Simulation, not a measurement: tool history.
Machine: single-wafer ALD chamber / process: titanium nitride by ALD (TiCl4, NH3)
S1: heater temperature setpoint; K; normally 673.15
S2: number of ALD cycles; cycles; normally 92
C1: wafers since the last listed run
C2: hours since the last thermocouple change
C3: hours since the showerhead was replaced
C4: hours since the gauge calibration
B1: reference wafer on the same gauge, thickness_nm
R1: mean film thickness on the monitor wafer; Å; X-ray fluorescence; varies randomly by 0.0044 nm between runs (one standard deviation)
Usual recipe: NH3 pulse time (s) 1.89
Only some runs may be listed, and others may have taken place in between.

Run 1, hour 0: usual settings; C1 0; C2 360.5; C3 6355.4; C4 3446.8; B1 1.978. Result: R1 17.46 Å.
Run 2, hour 62: usual settings; C1 143; C2 422.5; C3 6417.4; C4 3508.8; B1 1.978. Result: R1 17.49 Å.
Run 3, hour 235.8: usual settings; C1 403; C2 596.3; C3 6591.2; C4 3682.6; B1 1.98. Result: R1 17.46 Å.
Run 4, hour 291.2: usual settings but S2 96 cycles; C1 128; C2 651.7; C3 6646.6; C4 3738; B1 1.976. Result: R1 18.25 Å.
Run 5, hour 361.3: usual settings but S2 96 cycles; C1 162; C2 721.8; C3 6716.7; C4 3808.1; B1 1.977. Result: R1 18.25 Å.
Run 6, hour 410.5: usual settings; C1 114; C2 771; C3 6765.9; C4 3857.3; B1 1.978. Result: R1 17.43 Å.
Run 7, hour 485: usual settings but S1 667.15 K; C1 172; C2 845.5; C3 6840.4; C4 3931.8; B1 1.977. Result: R1 17.34 Å.
Run 8, hour 563.7: usual settings but S1 667.15 K; C1 182; C2 924.2; C3 6919.1; C4 4010.5; B1 1.976. Result: R1 17.32 Å.
Run 9, hour 661.9: usual settings; C1 227; C2 1022.4; C3 7017.3; C4 4108.7; B1 1.977. Result: R1 17.41 Å.
At hour 695: showerhead replaced.
Run 10, hour 764.5: usual settings; C1 219; C2 1125; C3 69.5; C4 4211.3; B1 1.979. Result: R1 17.47 Å.
At hour 799.9: gauge calibrated.
Run 11, hour 817.8: usual settings; C1 123; C2 1178.3; C3 122.8; C4 17.9; B1 2.001. Result: R1 17.64 Å.
Run 12, hour 905.1: usual settings but S2 106 cycles, NH3 pulse time (s) 1.57; C1 202; C2 1265.6; C3 210.1; C4 105.2; B1 1.998. Result: R1 20.09 Å.
Run 13, hour 981.3: usual settings but S2 106 cycles, NH3 pulse time (s) 1.57; C1 176; C2 1341.8; C3 286.3; C4 181.4; B1 1.997. Result: R1 20.02 Å.
Run 14, hour 1043: usual settings but NH3 pulse time (s) 1.31; C1 143; C2 1403.5; C3 348; C4 243.1; B1 1.995. Result: R1 17.07 Å.
At hour 1097.9: thermocouple changed; heater temperature recalibrated.
Run 15, hour 1107.1: usual settings but NH3 pulse time (s) 1.31; C1 130; C2 9.2; C3 412.1; C4 307.2; B1 1.992. Result: R1 17 Å.
Run 16, hour 1197.4: usual settings; C1 209; C2 99.5; C3 502.4; C4 397.5; B1 1.99. Result: R1 17.65 Å.
Run 17, hour 1297.6: usual settings but NH3 pulse time (s) 2.12; C1 232; C2 199.7; C3 602.6; C4 497.7; B1 1.989. Result: R1 17.7 Å.
Run 18, hour 1385.9: usual settings but S1 663.15 K, S2 104 cycles, NH3 pulse time (s) 1.32; C1 204; C2 288; C3 690.9; C4 586; B1 1.985. Result: R1 18.9 Å.
Run 19, hour 1438.3: usual settings but S2 101 cycles; C1 121; C2 340.4; C3 743.3; C4 638.4; B1 1.986. Result: R1 19.33 Å.
Run 20, hour 1496.2: usual settings but S1 660.15 K, S2 81 cycles, NH3 pulse time (s) 2.29; C1 134; C2 398.3; C3 801.2; C4 696.3; B1 1.983. Result: R1 15.51 Å.
Run 21, hour 1567.3: usual settings; C1 164; C2 469.4; C3 872.3; C4 767.4; B1 1.984. Result: R1 17.52 Å.
Run 22, hour 1638.1: usual settings; C1 164; C2 540.2; C3 943.1; C4 838.2; B1 1.98. Result: R1 17.5 Å.
Run 23, hour 1733.6: usual settings; C1 221; C2 635.7; C3 1038.6; C4 933.7; B1 1.981. Result: R1 17.48 Å.
Run 24, hour 1841.7: usual settings but S2 103 cycles, NH3 pulse time (s) 1.67; C1 250; C2 743.8; C3 1146.7; C4 1041.8; B1 1.979. Result: R1 19.5 Å.
Run 25, hour 1943.1: usual settings; C1 235; C2 845.2; C3 1248.1; C4 1143.2; B1 1.978. Result: R1 17.54 Å.
Run 26, hour 2041: usual settings but S1 666.15 K, S2 110 cycles, NH3 pulse time (s) 1.25; C1 227; C2 943.1; C3 1346; C4 1241.1; B1 1.976. Result: R1 19.92 Å.
Run 27, hour 2125.4: usual settings but S2 85 cycles, NH3 pulse time (s) 2.4; C1 195; C2 1027.5; C3 1430.4; C4 1325.5; B1 1.974. Result: R1 16.38 Å.
Run 28, hour 2174: usual settings but S2 75 cycles, NH3 pulse time (s) 2.52; C1 112; C2 1076.1; C3 1479; C4 1374.1; B1 1.977. Result: R1 14.47 Å.
At hour 2256.6: thermocouple changed; heater temperature recalibrated.
Run 29, hour 2258.9: usual settings; C1 178; C2 2.3; C3 1563.9; C4 1459; B1 1.974. Result: R1 17.42 Å.
Run 30, hour 2305.3: usual settings but S1 680.15 K; C1 107; C2 48.7; C3 1610.3; C4 1505.4; B1 1.973. Result: R1 17.54 Å.
Run 31, hour 2390.6: usual settings but S1 661.15 K, S2 103 cycles, NH3 pulse time (s) 2.28; C1 197; C2 134; C3 1695.6; C4 1590.7; B1 1.972. Result: R1 19.51 Å.
Run 32, hour 2464.6: usual settings but S1 660.15 K, S2 76 cycles, NH3 pulse time (s) 1.31; C1 171; C2 208; C3 1769.6; C4 1664.7; B1 1.971. Result: R1 13.67 Å.
Run 33, hour 2538.1: usual settings; C1 170; C2 281.5; C3 1843.1; C4 1738.2; B1 1.97. Result: R1 17.32 Å.
Run 34, hour 2587.3: usual settings but S2 102 cycles, NH3 pulse time (s) 2.36; C1 114; C2 330.7; C3 1892.3; C4 1787.4; B1 1.97. Result: R1 19.48 Å.
Run 35, hour 2689.8: usual settings but S1 665.15 K, NH3 pulse time (s) 2.1; C1 237; C2 433.2; C3 1994.8; C4 1889.9; B1 1.969. Result: R1 17.3 Å.
Run 36, hour 2730.9: usual settings but S1 668.15 K, S2 101 cycles, NH3 pulse time (s) 2.43; C1 95; C2 474.3; C3 2035.9; C4 1931; B1 1.969. Result: R1 19.29 Å.
Run 37, hour 2801.4: usual settings but S2 109 cycles; C1 163; C2 544.8; C3 2106.4; C4 2001.5; B1 1.969. Result: R1 20.56 Å.
Run 38, hour 2908.8: usual settings but S2 97 cycles; C1 249; C2 652.2; C3 2213.8; C4 2108.9; B1 1.967. Result: R1 18.29 Å.
Run 39, hour 2978.1: usual settings; C1 160; C2 721.5; C3 2283.1; C4 2178.2; B1 1.967. Result: R1 17.41 Å.

What differs in the tool's unlogged condition from the final listed run ahead of each entry between runs to the first listed run following it?
Runs 9 to 10: showerhead replaced (hour 695)
  gauge reads high (%): -1.62 -> -1.63
  measured value less the no-hidden-state value, R1: -0.28 -> -0.29 Å
Runs 10 to 11: gauge calibrated (hour 799.9)
  gauge reads high (%): -1.63 -> -0.411
  measured value less the no-hidden-state value, R1: -0.29 -> -0.07 Å
Runs 14 to 15: thermocouple changed; heater temperature recalibrated (hour 1097.9)
  gauge reads high (%): -0.747 -> -0.832
  measured value less the no-hidden-state value, R1: -0.13 -> -0.14 Å
Runs 28 to 29: thermocouple changed; heater temperature recalibrated (hour 2256.6)
  gauge reads high (%): -1.77 -> -1.82
  measured value less the no-hidden-state value, R1: -0.26 -> -0.32 Å
